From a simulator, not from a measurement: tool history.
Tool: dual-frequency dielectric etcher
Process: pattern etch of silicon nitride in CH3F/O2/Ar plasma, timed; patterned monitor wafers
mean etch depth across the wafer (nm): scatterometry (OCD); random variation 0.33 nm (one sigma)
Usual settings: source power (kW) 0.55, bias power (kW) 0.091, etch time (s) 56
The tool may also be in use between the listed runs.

| run | hour | source power (kW) | bias power (kW) | etch time (s) | wafers since the last listed run | hours since the last wet clean | hours since the last source power generator calibration | hours since the last bias power generator calibration | hours since the last upper electrode change | hours since the gauge calibration | read-back reference wafer on the same gauge, depth_nm | mean etch depth across the wafer (nm) |
|---|---|---|---|---|---|---|---|---|---|---|---|---|
| 1 | 0 | 0.55 | 0.091 | 61 | 0 | 259.9 | 4085.9 | 4407.5 | 4635.4 | 60.3 | 46.38 | 59.51 |
| 2 | 9.1 | 0.55 | 0.091 | 61 | 125 | 269 | 4095 | 4416.6 | 4644.5 | 69.4 | 46.36 | 59.78 |
| 3 | 25.7 | 0.55 | 0.091 | 61 | 228 | 285.6 | 4111.6 | 4433.2 | 4661.1 | 86 | 46.38 | 59.44 |
| 4 | 31.9 | 0.64 | 0.105 | 56 | 85 | 291.8 | 4117.8 | 4439.4 | 4667.3 | 92.2 | 46.36 | 63.41 |
| 5 | 39.2 | 0.64 | 0.105 | 56 | 100 | 299.1 | 4125.1 | 4446.7 | 4674.6 | 99.5 | 46.37 | 63.02 |
| 6 | 46.5 | 0.64 | 0.105 | 56 | 100 | 306.4 | 4132.4 | 4454 | 4681.9 | 106.8 | 46.29 | 63.6 |
| 7 | 61.6 | 0.55 | 0.091 | 56 | 208 | 321.5 | 4147.5 | 4469.1 | 4697 | 121.9 | 46.38 | 54.9 |
| 8 | 69.8 | 0.55 | 0.091 | 56 | 113 | 329.7 | 4155.7 | 4477.3 | 4705.2 | 130.1 | 46.53 | 55.18 |
| 9 | 85.4 | 0.55 | 0.091 | 56 | 215 | 345.3 | 4171.3 | 4492.9 | 4720.8 | 145.7 | 46.41 | 55.88 |
| 10 | 91.9 | 0.51 | 0.091 | 56 | 89 | 351.8 | 4177.8 | 4499.4 | 4727.3 | 152.2 | 46.36 | 52.49 |
| 11 | 99.2 | 0.55 | 0.091 | 56 | 100 | 359.1 | 4185.1 | 4506.7 | 4734.6 | 159.5 | 46.46 | 55.94 |
| 12 | 115 | 0.55 | 0.109 | 56 | 217 | 374.9 | 4200.9 | 4522.5 | 4750.4 | 175.3 | 46.42 | 60.6 |
|  | 139.8 | upper electrode replaced |
| 13 | 140.3 | 0.55 | 0.091 | 56 | 17 | 400.2 | 4226.2 | 4547.8 | 0.5 | 200.6 | 46.36 | 55.32 |
| 14 | 147.1 | 0.55 | 0.091 | 56 | 93 | 407 | 4233 | 4554.6 | 7.3 | 207.4 | 46.39 | 55.79 |
| 15 | 160.2 | 0.65 | 0.091 | 56 | 180 | 420.1 | 4246.1 | 4567.7 | 20.4 | 220.5 | 46.43 | 60.9 |
|  | 187.9 | bias power generator calibrated |
|  | 196.8 | wet clean of the chamber |
|  | 201.2 | source power generator calibrated |
| 16 | 201.7 | 0.55 | 0.091 | 56 | 338 | 4.9 | 0.5 | 13.8 | 61.9 | 262 | 46.39 | 52.94 |
| 17 | 202 | 0.67 | 0.091 | 50.5 | 4 | 5.2 | 0.8 | 14.1 | 62.2 | 262.3 | 46.38 | 53.09 |
| 18 | 202.4 | 0.61 | 0.069 | 56 | 5 | 5.6 | 1.2 | 14.5 | 62.6 | 262.7 | 46.36 | 50.21 |
| 19 | 207.5 | 0.61 | 0.069 | 56 | 70 | 10.7 | 6.3 | 19.6 | 67.7 | 267.8 | 46.51 | 50.18 |
| 20 | 220.5 | 0.55 | 0.091 | 56 | 179 | 23.7 | 19.3 | 32.6 | 80.7 | 280.8 | 46.45 | 53.04 |
| 21 | 235.5 | 0.55 | 0.091 | 62 | 206 | 38.7 | 34.3 | 47.6 | 95.7 | 295.8 | 46.5 | 59.3 |
| 22 | 270.8 | 0.65 | 0.075 | 56 | 486 | 74 | 69.6 | 82.9 | 131 | 331.1 | 46.4 | 53.95 |
|  | 272 | gauge calibrated |
| 23 | 285.7 | 0.49 | 0.091 | 70.5 | 205 | 88.9 | 84.5 | 97.8 | 145.9 | 13.7 | 46.36 | 63.22 |
| 24 | 294.5 | 0.5 | 0.091 | 56 | 121 | 97.7 | 93.3 | 106.6 | 154.7 | 22.5 | 46.37 | 50.83 |
| 25 | 309.3 | 0.55 | 0.091 | 41 | 204 | 112.5 | 108.1 | 121.4 | 169.5 | 37.3 | 46.4 | 39.17 |
| 26 | 321.8 | 0.55 | 0.102 | 73 | 172 | 125 | 120.6 | 133.9 | 182 | 49.8 | 46.41 | 74.71 |
| 27 | 334.5 | 0.55 | 0.098 | 56 | 175 | 137.7 | 133.3 | 146.6 | 194.7 | 62.5 | 46.36 | 56.16 |
| 28 | 347.6 | 0.55 | 0.091 | 56 | 180 | 150.8 | 146.4 | 159.7 | 207.8 | 75.6 | 46.41 | 54.49 |

3 ways to go on from here, each from the tool as it stands after run 28. What would each give?
| A | 348 | 0.55 | 0.085 | 56 | 5 | 151.2 | 146.8 | 160.1 | 208.2 | 76 | ? | ? |
| B | 348 | 0.64 | 0.109 | 43 | 5 | 151.2 | 146.8 | 160.1 | 208.2 | 76 | ? | ? |
| C | 348 | 0.55 | 0.081 | 42 | 5 | 151.2 | 146.8 | 160.1 | 208.2 | 76 | ? | ? |

| run | read-back reference wafer on the same gauge, depth_nm | mean etch depth across the wafer (nm) |
|---|---|---|
| A | 46.39 | 52.56 |
| B | 46.39 | 48.83 |
| C | 46.39 | 38.57 |
Without the tool's hidden state the same runs would have given:
| run | mean etch depth across the wafer (nm) |
|---|---|
| A | 51.73 |
| B | 48.07 |
| C | 37.97 |
